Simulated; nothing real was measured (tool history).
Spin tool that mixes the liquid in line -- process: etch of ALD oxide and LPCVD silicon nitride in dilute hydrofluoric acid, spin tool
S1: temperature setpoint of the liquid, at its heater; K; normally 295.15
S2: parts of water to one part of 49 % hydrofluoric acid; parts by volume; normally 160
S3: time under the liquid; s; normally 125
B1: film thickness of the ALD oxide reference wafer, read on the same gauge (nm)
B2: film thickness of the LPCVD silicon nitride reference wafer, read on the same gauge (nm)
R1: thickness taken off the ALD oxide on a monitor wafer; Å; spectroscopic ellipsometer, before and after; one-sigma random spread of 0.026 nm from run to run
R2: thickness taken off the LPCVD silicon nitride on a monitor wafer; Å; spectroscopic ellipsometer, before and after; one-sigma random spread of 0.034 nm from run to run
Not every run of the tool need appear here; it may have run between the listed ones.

run,day,S1,S2,S3,B1,B2,R1,R2
1,0,295.15,160,125,123.72,134.008,78.4,3.47
2,2.308,293.15,160,185,123.7,134.015,107.8,4.73
3,4.55,293.15,160,185,123.73,134.052,107.5,5.23
# day 5.367: thermometer replaced
4,11.983,293.15,160,185,123.81,134.096,107.8,5.16
5,15.408,300.15,160,70,123.81,134.082,53.3,2.99
# day 15.762: gauge calibrated
6,17.221,295.15,160,95,119.64,129.598,57.7,3.02
7,20.796,295.15,160,125,120.1,130.099,76.4,3.37
# day 25.05: hydrofluoric acid flow meter replaced
8,25.088,295.15,160,125,120.57,130.623,76.4,3.71
9,26.796,295.15,160,155,120.79,130.796,95,4.57
10,30.796,292.15,195,85,121.11,131.196,36.8,1.7
11,33.317,295.15,160,125,121.28,131.453,76.5,4.02
12,34.992,295.15,230,125,121.44,131.602,49.8,3.24
13,39.138,295.15,230,75,121.73,131.883,29.9,1.68
14,42.8,295.15,210,150,122.02,132.187,67.6,3.68
15,46.238,295.15,160,185,122.21,132.395,115.7,5.04
16,48.083,292.15,160,160,122.23,132.5,88.4,3.45
17,52.042,298.15,160,70,122.5,132.67,49.1,2.71
18,55.396,295.15,160,125,122.6,132.86,77.7,3.96
19,57.871,295.15,160,125,122.69,132.962,77.8,3.79
20,60.496,295.15,160,125,122.85,133.076,78,3.48
21,62.233,290.15,135,125,122.89,133.135,77.6,3.62
22,64.004,297.15,160,125,122.93,133.183,84.5,4.88
23,65.754,297.15,135,180,122.98,133.243,148.5,7.57
24,70.104,295.15,160,100,123.14,133.397,62.3,3.29
# day 71.754: hydrofluoric acid flow meter replaced
25,72.938,295.15,160,125,123.23,133.436,78.4,4.45

Predict each of these 5 candidate next runs independently; none follows another, all start after run 25:
A,72.958,295.15,160,125,?,?,?,?
B,72.958,295.15,160,55,?,?,?,?
C,72.958,295.15,160,80,?,?,?,?
D,72.958,297.65,225,70,?,?,?,?
E,72.958,291.15,160,90,?,?,?,?

run,B1,B2,R1,R2
A,123.18,133.448,78.2,4.67
B,123.18,133.448,34.4,2.05
C,123.18,133.448,50.1,2.99
D,123.18,133.448,31.9,2.19
E,123.18,133.448,48.1,2.58
What these runs would have given with no unlogged condition in the tool:
run,R1,R2
A,76.2,4.55
B,33.5,2
C,48.8,2.91
D,31.1,2.14
E,46.8,2.51

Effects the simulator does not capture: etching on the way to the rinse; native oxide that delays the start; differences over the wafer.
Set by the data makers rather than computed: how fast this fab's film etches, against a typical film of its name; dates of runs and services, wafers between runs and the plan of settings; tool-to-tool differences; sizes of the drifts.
